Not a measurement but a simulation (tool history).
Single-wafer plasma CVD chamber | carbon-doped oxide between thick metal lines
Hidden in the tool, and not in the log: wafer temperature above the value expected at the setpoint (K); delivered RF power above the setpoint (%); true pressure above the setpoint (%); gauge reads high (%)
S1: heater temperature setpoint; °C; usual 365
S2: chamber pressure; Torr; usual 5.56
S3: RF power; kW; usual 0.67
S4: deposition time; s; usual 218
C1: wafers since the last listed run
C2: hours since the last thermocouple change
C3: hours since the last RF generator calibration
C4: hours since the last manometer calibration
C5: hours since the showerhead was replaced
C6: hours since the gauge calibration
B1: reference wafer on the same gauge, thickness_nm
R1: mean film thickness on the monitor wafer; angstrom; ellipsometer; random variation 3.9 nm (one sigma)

run 1 hour=0 | S1=365 S2=5.56 S3=0.67 S4=218 | C1=0 C2=1506.2 C3=1607.5 C4=2879.9 C5=5901.3 C6=590.1 | B1=1369.238 | R1=12513.01
run 2 hour=8.6 | S1=365 S2=5.56 S3=0.67 S4=218 | C1=71 C2=1514.8 C3=1616.1 C4=2888.5 C5=5909.9 C6=598.7 | B1=1369.099 | R1=12512.79
-- hour=24.2 showerhead replaced
run 3 hour=24.7 | S1=365 S2=5.56 S3=0.67 S4=218 | C1=66 C2=1530.9 C3=1632.2 C4=2904.6 C5=0.5 C6=614.8 | B1=1370.836 | R1=12542.94
run 4 hour=33.4 | S1=365 S2=5.56 S3=0.67 S4=185 | C1=71 C2=1539.6 C3=1640.9 C4=2913.3 C5=9.2 C6=623.5 | B1=1369.41 | R1=10623.38
-- hour=42.4 gauge calibrated
run 5 hour=42.5 | S1=365 S2=5.56 S3=0.67 S4=185 | C1=75 C2=1548.7 C3=1650 C4=2922.4 C5=18.3 C6=0.1 | B1=1370.742 | R1=10647.42
run 6 hour=60 | S1=365 S2=5.56 S3=0.67 S4=185 | C1=144 C2=1566.2 C3=1667.5 C4=2939.9 C5=35.8 C6=17.6 | B1=1370.299 | R1=10667.06
run 7 hour=70.4 | S1=365 S2=5.56 S3=0.755 S4=192 | C1=85 C2=1576.6 C3=1677.9 C4=2950.3 C5=46.2 C6=28 | B1=1370.686 | R1=11847.51
run 8 hour=102 | S1=353 S2=6.49 S3=0.605 S4=261 | C1=261 C2=1608.2 C3=1709.5 C4=2981.9 C5=77.8 C6=59.6 | B1=1368.011 | R1=14866.7
run 9 hour=110.9 | S1=365 S2=6.8 S3=0.75 S4=259 | C1=73 C2=1617.1 C3=1718.4 C4=2990.8 C5=86.7 C6=68.5 | B1=1369.614 | R1=16201.55
run 10 hour=127.3 | S1=365 S2=6.67 S3=0.61 S4=218 | C1=135 C2=1633.5 C3=1734.8 C4=3007.2 C5=103.1 C6=84.9 | B1=1370.209 | R1=12141.41
run 11 hour=135.9 | S1=365 S2=4.58 S3=0.67 S4=218 | C1=71 C2=1642.1 C3=1743.4 C4=3015.8 C5=111.7 C6=93.5 | B1=1367.38 | R1=12138.61
run 12 hour=142.2 | S1=353 S2=6.64 S3=0.745 S4=193 | C1=52 C2=1648.4 C3=1749.7 C4=3022.1 C5=118 C6=99.8 | B1=1369.362 | R1=12373.95
-- hour=184.7 capacitance manometer re-zeroed and calibrated
run 13 hour=192.9 | S1=379 S2=6.43 S3=0.57 S4=249 | C1=352 C2=1699.1 C3=1800.4 C4=8.2 C5=168.7 C6=150.5 | B1=1370.096 | R1=12865.1
run 14 hour=204.6 | S1=365 S2=6.67 S3=0.67 S4=218 | C1=96 C2=1710.8 C3=1812.1 C4=19.9 C5=180.4 C6=162.2 | B1=1367.739 | R1=12765.64
run 15 hour=215.6 | S1=378 S2=5.56 S3=0.755 S4=201 | C1=90 C2=1721.8 C3=1823.1 C4=30.9 C5=191.4 C6=173.2 | B1=1370.012 | R1=11994.63
run 16 hour=222 | S1=355 S2=4.63 S3=0.67 S4=218 | C1=52 C2=1728.2 C3=1829.5 C4=37.3 C5=197.8 C6=179.6 | B1=1369.736 | R1=12478.79
run 17 hour=229.6 | S1=365 S2=5.56 S3=0.67 S4=218 | C1=62 C2=1735.8 C3=1837.1 C4=44.9 C5=205.4 C6=187.2 | B1=1371.32 | R1=12558.05
-- hour=251.3 RF generator calibrated
run 18 hour=251.8 | S1=359 S2=6.07 S3=0.625 S4=233 | C1=117 C2=1758 C3=0.5 C4=67.1 C5=227.6 C6=209.4 | B1=1368.485 | R1=13226.66
run 19 hour=253.6 | S1=371 S2=5.56 S3=0.59 S4=235 | C1=14 C2=1759.8 C3=2.3 C4=68.9 C5=229.4 C6=211.2 | B1=1370.802 | R1=12449.97
-- hour=275.9 thermocouple changed; heater temperature recalibrated
run 20 hour=276.4 | S1=365 S2=5.56 S3=0.67 S4=259 | C1=122 C2=0.5 C3=25.1 C4=91.7 C5=252.2 C6=234 | B1=1371.077 | R1=14925.95
run 21 hour=280.7 | S1=365 S2=5.56 S3=0.67 S4=218 | C1=35 C2=4.8 C3=29.4 C4=96 C5=256.5 C6=238.3 | B1=1373.197 | R1=12616.9
run 22 hour=298.2 | S1=365 S2=5.56 S3=0.67 S4=218 | C1=144 C2=22.3 C3=46.9 C4=113.5 C5=274 C6=255.8 | B1=1371.913 | R1=12525.92
run 23 hour=308.7 | S1=376 S2=6.62 S3=0.55 S4=187 | C1=86 C2=32.8 C3=57.4 C4=124 C5=284.5 C6=266.3 | B1=1370.067 | R1=9554.69
run 24 hour=318.5 | S1=370 S2=4.48 S3=0.61 S4=218 | C1=80 C2=42.6 C3=67.2 C4=133.8 C5=294.3 C6=276.1 | B1=1369.803 | R1=11429.64
run 25 hour=330.5 | S1=365 S2=5.56 S3=0.67 S4=192 | C1=99 C2=54.6 C3=79.2 C4=145.8 C5=306.3 C6=288.1 | B1=1368.311 | R1=11016
run 26 hour=338.2 | S1=365 S2=4.95 S3=0.8 S4=257 | C1=63 C2=62.3 C3=86.9 C4=153.5 C5=314 C6=295.8 | B1=1368.168 | R1=16077.67
run 27 hour=348.7 | S1=365 S2=5.56 S3=0.67 S4=218 | C1=86 C2=72.8 C3=97.4 C4=164 C5=324.5 C6=306.3 | B1=1368.245 | R1=12539.38
run 28 hour=395.1 | S1=361 S2=5.56 S3=0.67 S4=218 | C1=383 C2=119.2 C3=143.8 C4=210.4 C5=370.9 C6=352.7 | B1=1367.411 | R1=12605.75
run 29 hour=403.5 | S1=365 S2=5.56 S3=0.67 S4=218 | C1=69 C2=127.6 C3=152.2 C4=218.8 C5=379.3 C6=361.1 | B1=1369.883 | R1=12569.01

3 ways to go on from here, each from the tool as it stands after run 29. What would each give?
run A hour=404 | S1=352 S2=5.56 S3=0.67 S4=218 | C1=4 C2=128.1 C3=152.7 C4=219.3 C5=379.8 C6=361.6 | B1=? | R1=?
run B hour=404 | S1=374 S2=5.56 S3=0.755 S4=218 | C1=4 C2=128.1 C3=152.7 C4=219.3 C5=379.8 C6=361.6 | B1=? | R1=?
run C hour=404 | S1=354 S2=5.56 S3=0.715 S4=218 | C1=4 C2=128.1 C3=152.7 C4=219.3 C5=379.8 C6=361.6 | B1=? | R1=?

run=A B1=1369.02 R1=12945.82
run=B B1=1369.02 R1=13178.93
run=C B1=1369.02 R1=13362.88
Without the tool's hidden state the same runs would have given:
run=A R1=12945.82
run=B R1=13178.93
run=C R1=13362.88
